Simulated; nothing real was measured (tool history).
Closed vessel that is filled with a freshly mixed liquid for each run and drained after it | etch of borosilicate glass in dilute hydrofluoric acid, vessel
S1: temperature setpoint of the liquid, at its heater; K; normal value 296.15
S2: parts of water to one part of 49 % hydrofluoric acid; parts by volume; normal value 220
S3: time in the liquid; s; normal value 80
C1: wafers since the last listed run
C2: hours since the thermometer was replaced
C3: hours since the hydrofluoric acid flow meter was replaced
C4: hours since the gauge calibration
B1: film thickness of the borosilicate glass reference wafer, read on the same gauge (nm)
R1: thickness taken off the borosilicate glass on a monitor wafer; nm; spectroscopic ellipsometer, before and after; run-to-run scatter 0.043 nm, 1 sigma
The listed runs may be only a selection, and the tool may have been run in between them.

| run | hour | S1 | S2 | S3 | C1 | C2 | C3 | C4 | B1 | R1 |
|---|---|---|---|---|---|---|---|---|---|---|
| 1 | 0 | 294.15 | 220 | 80 | 0 | 1109.1 | 1369.1 | 302.8 | 119.99 | 9.91 |
| 2 | 14.4 | 294.15 | 220 | 80 | 1751 | 1123.5 | 1383.5 | 317.2 | 120.01 | 9.96 |
|  | 15.6 | gauge calibrated |
| 3 | 48.8 | 296.15 | 220 | 40 | 4184 | 1157.9 | 1417.9 | 33.2 | 119.99 | 5.38 |
| 4 | 69.9 | 296.15 | 220 | 40 | 2566 | 1179 | 1439 | 54.3 | 120 | 5.38 |
| 5 | 93.4 | 296.15 | 220 | 40 | 2858 | 1202.5 | 1462.5 | 77.8 | 119.99 | 5.39 |
| 6 | 117.5 | 296.15 | 220 | 80 | 2931 | 1226.6 | 1486.6 | 101.9 | 119.99 | 10.87 |
|  | 178.2 | thermometer replaced |
| 7 | 215.7 | 296.15 | 220 | 80 | 11823 | 37.5 | 1584.8 | 200.1 | 119.99 | 10.91 |
| 8 | 239.2 | 296.15 | 220 | 105 | 2858 | 61 | 1608.3 | 223.6 | 119.99 | 14.25 |
| 9 | 263.7 | 296.15 | 220 | 40 | 2980 | 85.5 | 1632.8 | 248.1 | 119.99 | 5.38 |
|  | 288.1 | hydrofluoric acid flow meter replaced |
| 10 | 297 | 292.15 | 220 | 115 | 3929 | 118.8 | 8.9 | 281.4 | 120.02 | 14.04 |
| 11 | 319.4 | 296.15 | 220 | 80 | 2724 | 141.2 | 31.3 | 303.8 | 119.99 | 11.44 |
| 12 | 337.1 | 293.65 | 145 | 115 | 2153 | 158.9 | 49 | 321.5 | 120 | 24.38 |

Expected results for the next run?
|  | 353.3 | hydrofluoric acid flow meter replaced, repeated, since the last time left the tool worse |
| 13 | 356.1 | 293.65 | 145 | 115 | 2189 | 177.9 | 2.8 | 340.5 | ? | ? |

B1: 120
R1: 21.35 nm
If the tool had no hidden condition, the same run with the same run-to-run variation would have returned R1 21.31 nm.
